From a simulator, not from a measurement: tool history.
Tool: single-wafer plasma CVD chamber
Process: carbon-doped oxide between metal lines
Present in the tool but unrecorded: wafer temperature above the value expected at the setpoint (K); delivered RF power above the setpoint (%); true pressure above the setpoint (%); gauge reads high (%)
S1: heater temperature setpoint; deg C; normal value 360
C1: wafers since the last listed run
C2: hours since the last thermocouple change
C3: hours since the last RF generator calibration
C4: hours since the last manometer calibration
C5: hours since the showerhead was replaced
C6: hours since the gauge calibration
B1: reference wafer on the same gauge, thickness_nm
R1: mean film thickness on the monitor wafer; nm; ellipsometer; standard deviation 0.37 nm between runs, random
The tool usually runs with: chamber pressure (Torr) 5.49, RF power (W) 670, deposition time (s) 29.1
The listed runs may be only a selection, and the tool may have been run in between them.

run 1 hour=0.0 | S1=360 chamber_pressure_(Torr)=5.49 RF_power_(W)=670 deposition_time_(s)=29.1 | C1=0 C2=2588.0 C3=1022.3 C4=1216.6 C5=67.3 C6=496.9 | B1=166.006 | R1=170.351
run 2 hour=16.0 | S1=360 chamber_pressure_(Torr)=5.49 RF_power_(W)=670 deposition_time_(s)=29.1 | C1=590 C2=2604.0 C3=1038.3 C4=1232.6 C5=83.3 C6=512.9 | B1=165.970 | R1=169.267
run 3 hour=51.7 | S1=360 chamber_pressure_(Torr)=5.49 RF_power_(W)=670 deposition_time_(s)=29.1 | C1=1318 C2=2639.7 C3=1074.0 C4=1268.3 C5=119.0 C6=548.6 | B1=166.004 | R1=169.739
run 4 hour=87.4 | S1=360 chamber_pressure_(Torr)=5.49 RF_power_(W)=670 deposition_time_(s)=29.1 | C1=1318 C2=2675.4 C3=1109.7 C4=1304.0 C5=154.7 C6=584.3 | B1=166.023 | R1=169.730
run 5 hour=102.2 | S1=360 chamber_pressure_(Torr)=5.49 RF_power_(W)=670 deposition_time_(s)=29.1 | C1=546 C2=2690.2 C3=1124.5 C4=1318.8 C5=169.5 C6=599.1 | B1=166.003 | R1=169.719
-- hour=122.2 capacitance manometer re-zeroed and calibrated
run 6 hour=131.1 | S1=360 chamber_pressure_(Torr)=5.49 RF_power_(W)=670 deposition_time_(s)=29.1 | C1=771 C2=2719.1 C3=1153.4 C4=8.9 C5=198.4 C6=628.0 | B1=165.983 | R1=170.001
run 7 hour=164.3 | S1=368 chamber_pressure_(Torr)=5.95 RF_power_(W)=760 deposition_time_(s)=33.4 | C1=1226 C2=2752.3 C3=1186.6 C4=42.1 C5=231.6 C6=661.2 | B1=166.020 | R1=202.270
run 8 hour=190.4 | S1=360 chamber_pressure_(Torr)=5.49 RF_power_(W)=615 deposition_time_(s)=24.6 | C1=963 C2=2778.4 C3=1212.7 C4=68.2 C5=257.7 C6=687.3 | B1=165.914 | R1=139.429
run 9 hour=208.3 | S1=360 chamber_pressure_(Torr)=5.49 RF_power_(W)=670 deposition_time_(s)=29.1 | C1=661 C2=2796.3 C3=1230.6 C4=86.1 C5=275.6 C6=705.2 | B1=165.934 | R1=169.925
run 10 hour=239.6 | S1=373 chamber_pressure_(Torr)=5.49 RF_power_(W)=540 deposition_time_(s)=29.1 | C1=1156 C2=2827.6 C3=1261.9 C4=117.4 C5=306.9 C6=736.5 | B1=166.067 | R1=152.073
-- hour=265.1 gauge calibrated
run 11 hour=273.9 | S1=360 chamber_pressure_(Torr)=5.09 RF_power_(W)=670 deposition_time_(s)=31.6 | C1=1266 C2=2861.9 C3=1296.2 C4=151.7 C5=341.2 C6=8.8 | B1=165.890 | R1=182.271
-- hour=324.3 thermocouple changed; heater temperature recalibrated
run 12 hour=362.1 | S1=360 chamber_pressure_(Torr)=5.49 RF_power_(W)=670 deposition_time_(s)=29.1 | C1=2962 C2=37.8 C3=1384.4 C4=239.9 C5=429.4 C6=97.0 | B1=166.067 | R1=170.621
run 13 hour=384.8 | S1=360 chamber_pressure_(Torr)=5.49 RF_power_(W)=670 deposition_time_(s)=23.5 | C1=838 C2=60.5 C3=1407.1 C4=262.6 C5=452.1 C6=119.7 | B1=166.058 | R1=138.815
run 14 hour=410.5 | S1=369 chamber_pressure_(Torr)=4.63 RF_power_(W)=705 deposition_time_(s)=25.7 | C1=949 C2=86.2 C3=1432.8 C4=288.3 C5=477.8 C6=145.4 | B1=166.002 | R1=147.444
run 15 hour=444.2 | S1=360 chamber_pressure_(Torr)=6.43 RF_power_(W)=670 deposition_time_(s)=33.7 | C1=1244 C2=119.9 C3=1466.5 C4=322.0 C5=511.5 C6=179.1 | B1=166.011 | R1=202.041
-- hour=457.2 RF generator calibrated
run 16 hour=457.7 | S1=360 chamber_pressure_(Torr)=6.08 RF_power_(W)=670 deposition_time_(s)=32.6 | C1=203 C2=133.4 C3=0.5 C4=335.5 C5=525.0 C6=192.6 | B1=165.982 | R1=194.016
run 17 hour=477.1 | S1=356 chamber_pressure_(Torr)=5.49 RF_power_(W)=620 deposition_time_(s)=33.9 | C1=716 C2=152.8 C3=19.9 C4=354.9 C5=544.4 C6=212.0 | B1=166.018 | R1=195.334
run 18 hour=511.6 | S1=360 chamber_pressure_(Torr)=5.49 RF_power_(W)=670 deposition_time_(s)=29.1 | C1=1274 C2=187.3 C3=54.4 C4=389.4 C5=578.9 C6=246.5 | B1=166.089 | R1=172.003
run 19 hour=531.7 | S1=360 chamber_pressure_(Torr)=5.49 RF_power_(W)=560 deposition_time_(s)=29.1 | C1=742 C2=207.4 C3=74.5 C4=409.5 C5=599.0 C6=266.6 | B1=165.952 | R1=160.525
run 20 hour=550.0 | S1=360 chamber_pressure_(Torr)=5.49 RF_power_(W)=670 deposition_time_(s)=29.1 | C1=675 C2=225.7 C3=92.8 C4=427.8 C5=617.3 C6=284.9 | B1=166.020 | R1=171.728
-- hour=566.3 thermocouple changed; heater temperature recalibrated, repeated, since the last time left the tool worse
run 21 hour=585.6 | S1=346 chamber_pressure_(Torr)=5.93 RF_power_(W)=790 deposition_time_(s)=25.9 | C1=1019 C2=19.3 C3=128.4 C4=463.4 C5=652.9 C6=320.5 | B1=165.947 | R1=167.273
run 22 hour=612.6 | S1=360 chamber_pressure_(Torr)=4.86 RF_power_(W)=670 deposition_time_(s)=24.9 | C1=997 C2=46.3 C3=155.4 C4=490.4 C5=679.9 C6=347.5 | B1=165.967 | R1=141.641
run 23 hour=631.1 | S1=360 chamber_pressure_(Torr)=6.29 RF_power_(W)=540 deposition_time_(s)=29.1 | C1=683 C2=64.8 C3=173.9 C4=508.9 C5=698.4 C6=366.0 | B1=166.033 | R1=158.101
run 24 hour=655.5 | S1=360 chamber_pressure_(Torr)=4.34 RF_power_(W)=670 deposition_time_(s)=29.1 | C1=901 C2=89.2 C3=198.3 C4=533.3 C5=722.8 C6=390.4 | B1=165.929 | R1=162.237
run 25 hour=684.1 | S1=356 chamber_pressure_(Torr)=6.81 RF_power_(W)=670 deposition_time_(s)=31.4 | C1=1056 C2=117.8 C3=226.9 C4=561.9 C5=751.4 C6=419.0 | B1=166.006 | R1=187.388
run 26 hour=698.9 | S1=360 chamber_pressure_(Torr)=5.49 RF_power_(W)=670 deposition_time_(s)=29.1 | C1=546 C2=132.6 C3=241.7 C4=576.7 C5=766.2 C6=433.8 | B1=165.945 | R1=168.045
run 27 hour=731.2 | S1=360 chamber_pressure_(Torr)=6.33 RF_power_(W)=670 deposition_time_(s)=23.6 | C1=1192 C2=164.9 C3=274.0 C4=609.0 C5=798.5 C6=466.1 | B1=165.971 | R1=139.681

5 ways to go on from here, each from the tool as it stands after run 27. What would each give?
run A hour=731.6 | S1=360 chamber_pressure_(Torr)=5.49 RF_power_(W)=750 deposition_time_(s)=29.1 | C1=14 C2=165.3 C3=274.4 C4=609.4 C5=798.9 C6=466.5 | B1=? | R1=?
run B hour=731.6 | S1=350 chamber_pressure_(Torr)=5.49 RF_power_(W)=670 deposition_time_(s)=29.1 | C1=14 C2=165.3 C3=274.4 C4=609.4 C5=798.9 C6=466.5 | B1=? | R1=?
run C hour=731.6 | S1=347 chamber_pressure_(Torr)=5.49 RF_power_(W)=670 deposition_time_(s)=29.1 | C1=14 C2=165.3 C3=274.4 C4=609.4 C5=798.9 C6=466.5 | B1=? | R1=?
run D hour=731.6 | S1=360 chamber_pressure_(Torr)=4.19 RF_power_(W)=670 deposition_time_(s)=26.1 | C1=14 C2=165.3 C3=274.4 C4=609.4 C5=798.9 C6=466.5 | B1=? | R1=?
run E hour=731.6 | S1=360 chamber_pressure_(Torr)=5.49 RF_power_(W)=805 deposition_time_(s)=31.4 | C1=14 C2=165.3 C3=274.4 C4=609.4 C5=798.9 C6=466.5 | B1=? | R1=?

run=A B1=166.055 R1=174.960
run=B B1=166.055 R1=172.128
run=C B1=166.055 R1=173.635
run=D B1=166.055 R1=144.232
run=E B1=166.055 R1=193.904
The same runs, with their run-to-run variation unchanged, on a tool lacking any hidden condition would have given:
run=A R1=174.577
run=B R1=171.717
run=C R1=173.211
run=D R1=143.916
run=E R1=193.480

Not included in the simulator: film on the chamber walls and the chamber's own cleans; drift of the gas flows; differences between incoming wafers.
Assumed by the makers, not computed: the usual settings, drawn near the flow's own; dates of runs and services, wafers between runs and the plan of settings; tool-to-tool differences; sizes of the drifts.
